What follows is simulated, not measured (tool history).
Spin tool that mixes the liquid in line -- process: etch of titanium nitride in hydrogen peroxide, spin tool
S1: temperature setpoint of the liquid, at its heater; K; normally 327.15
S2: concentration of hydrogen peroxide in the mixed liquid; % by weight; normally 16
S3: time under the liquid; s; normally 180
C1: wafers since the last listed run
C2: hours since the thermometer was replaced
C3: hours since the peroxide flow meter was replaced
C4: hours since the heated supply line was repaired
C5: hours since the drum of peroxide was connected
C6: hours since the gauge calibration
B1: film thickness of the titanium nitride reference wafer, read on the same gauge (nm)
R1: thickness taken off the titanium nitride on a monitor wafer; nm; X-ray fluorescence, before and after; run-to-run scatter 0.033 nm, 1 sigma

{"run": 1, "hour": 0.0, "S1": 321.15, "S2": 16, "S3": 180, "C1": 0, "C2": 840.4, "C3": 852.5, "C4": 662.8, "C5": 1319, "C6": 164.9, "B1": 50, "R1": 3.3}
{"hour": 31.4, "done": "gauge calibrated"}
{"run": 2, "hour": 35.3, "S1": 321.15, "S2": 16, "S3": 180, "C1": 204, "C2": 875.7, "C3": 887.8, "C4": 698.1, "C5": 1354.3, "C6": 3.9, "B1": 50.01, "R1": 3.29}
{"run": 3, "hour": 63.5, "S1": 327.15, "S2": 16, "S3": 180, "C1": 163, "C2": 903.9, "C3": 916, "C4": 726.3, "C5": 1382.5, "C6": 32.1, "B1": 49.99, "R1": 5.12}
{"run": 4, "hour": 95.5, "S1": 327.15, "S2": 16, "S3": 180, "C1": 185, "C2": 935.9, "C3": 948, "C4": 758.3, "C5": 1414.5, "C6": 64.1, "B1": 50, "R1": 5.12}
{"run": 5, "hour": 125.2, "S1": 327.15, "S2": 16, "S3": 180, "C1": 171, "C2": 965.6, "C3": 977.7, "C4": 788, "C5": 1444.2, "C6": 93.8, "B1": 50.01, "R1": 5.07}
{"run": 6, "hour": 138.9, "S1": 327.15, "S2": 16, "S3": 180, "C1": 79, "C2": 979.3, "C3": 991.4, "C4": 801.7, "C5": 1457.9, "C6": 107.5, "B1": 50, "R1": 5.08}
{"hour": 155.4, "done": "heated supply line repaired"}
{"hour": 162.8, "done": "new drum of peroxide connected"}
{"run": 7, "hour": 165.3, "S1": 327.15, "S2": 16, "S3": 180, "C1": 141, "C2": 1005.7, "C3": 1017.8, "C4": 9.9, "C5": 2.5, "C6": 133.9, "B1": 50, "R1": 5.72}
{"run": 8, "hour": 187.2, "S1": 327.15, "S2": 16, "S3": 180, "C1": 126, "C2": 1027.6, "C3": 1039.7, "C4": 31.8, "C5": 24.4, "C6": 155.8, "B1": 50.01, "R1": 5.68}
{"hour": 212.2, "done": "peroxide flow meter replaced"}
{"run": 9, "hour": 222.0, "S1": 320.15, "S2": 13, "S3": 220, "C1": 195, "C2": 1062.4, "C3": 9.8, "C4": 66.6, "C5": 59.2, "C6": 190.6, "B1": 49.99, "R1": 4.02}
{"hour": 228.3, "done": "gauge calibrated"}
{"run": 10, "hour": 256.8, "S1": 333.15, "S2": 16, "S3": 120, "C1": 201, "C2": 1097.2, "C3": 44.6, "C4": 101.4, "C5": 94, "C6": 28.5, "B1": 49.99, "R1": 5.63}
{"run": 11, "hour": 288.7, "S1": 320.15, "S2": 13, "S3": 220, "C1": 184, "C2": 1129.1, "C3": 76.5, "C4": 133.3, "C5": 125.9, "C6": 60.4, "B1": 49.99, "R1": 3.97}
{"run": 12, "hour": 302.2, "S1": 318.65, "S2": 16, "S3": 235, "C1": 78, "C2": 1142.6, "C3": 90, "C4": 146.8, "C5": 139.4, "C6": 73.9, "B1": 49.99, "R1": 3.93}
{"hour": 320.9, "done": "thermometer replaced"}
{"run": 13, "hour": 325.6, "S1": 319.65, "S2": 17.5, "S3": 230, "C1": 129, "C2": 4.7, "C3": 113.4, "C4": 170.2, "C5": 162.8, "C6": 97.3, "B1": 50.01, "R1": 4.23}
{"run": 14, "hour": 348.0, "S1": 327.15, "S2": 16, "S3": 180, "C1": 129, "C2": 27.1, "C3": 135.8, "C4": 192.6, "C5": 185.2, "C6": 119.7, "B1": 49.99, "R1": 5.53}
{"run": 15, "hour": 370.4, "S1": 322.15, "S2": 12.5, "S3": 255, "C1": 129, "C2": 49.5, "C3": 158.2, "C4": 215, "C5": 207.6, "C6": 142.1, "B1": 50.01, "R1": 5.23}
{"run": 16, "hour": 387.6, "S1": 319.15, "S2": 18, "S3": 110, "C1": 99, "C2": 66.7, "C3": 175.4, "C4": 232.2, "C5": 224.8, "C6": 159.3, "B1": 50.01, "R1": 1.94}
{"run": 17, "hour": 404.4, "S1": 327.15, "S2": 16, "S3": 180, "C1": 97, "C2": 83.5, "C3": 192.2, "C4": 249, "C5": 241.6, "C6": 176.1, "B1": 50.01, "R1": 5.54}

Each row is a separate what-if for the run after 17, all from the same tool condition, not one after another. Results?
{"run": "A", "hour": 404.9, "S1": 327.15, "S2": 16, "S3": 180, "C1": 2, "C2": 84, "C3": 192.7, "C4": 249.5, "C5": 242.1, "C6": 176.6, "B1": "?", "R1": "?"}
{"run": "B", "hour": 404.9, "S1": 327.15, "S2": 19.5, "S3": 180, "C1": 2, "C2": 84, "C3": 192.7, "C4": 249.5, "C5": 242.1, "C6": 176.6, "B1": "?", "R1": "?"}
{"run": "C", "hour": 404.9, "S1": 335.65, "S2": 20, "S3": 150, "C1": 2, "C2": 84, "C3": 192.7, "C4": 249.5, "C5": 242.1, "C6": 176.6, "B1": "?", "R1": "?"}
{"run": "D", "hour": 404.9, "S1": 320.15, "S2": 16, "S3": 225, "C1": 2, "C2": 84, "C3": 192.7, "C4": 249.5, "C5": 242.1, "C6": 176.6, "B1": "?", "R1": "?"}
{"run": "E", "hour": 404.9, "S1": 320.65, "S2": 18.5, "S3": 150, "C1": 2, "C2": 84, "C3": 192.7, "C4": 249.5, "C5": 242.1, "C6": 176.6, "B1": "?", "R1": "?"}

run=A B1=49.99 R1=5.46
run=B B1=49.99 R1=5.69
run=C B1=49.99 R1=8.58
run=D B1=49.99 R1=4.11
run=E B1=49.99 R1=2.93
Without the tool's hidden state the same runs would have given:
run=A R1=5.74
run=B R1=5.98
run=C R1=8.99
run=D R1=4.33
run=E R1=3.09
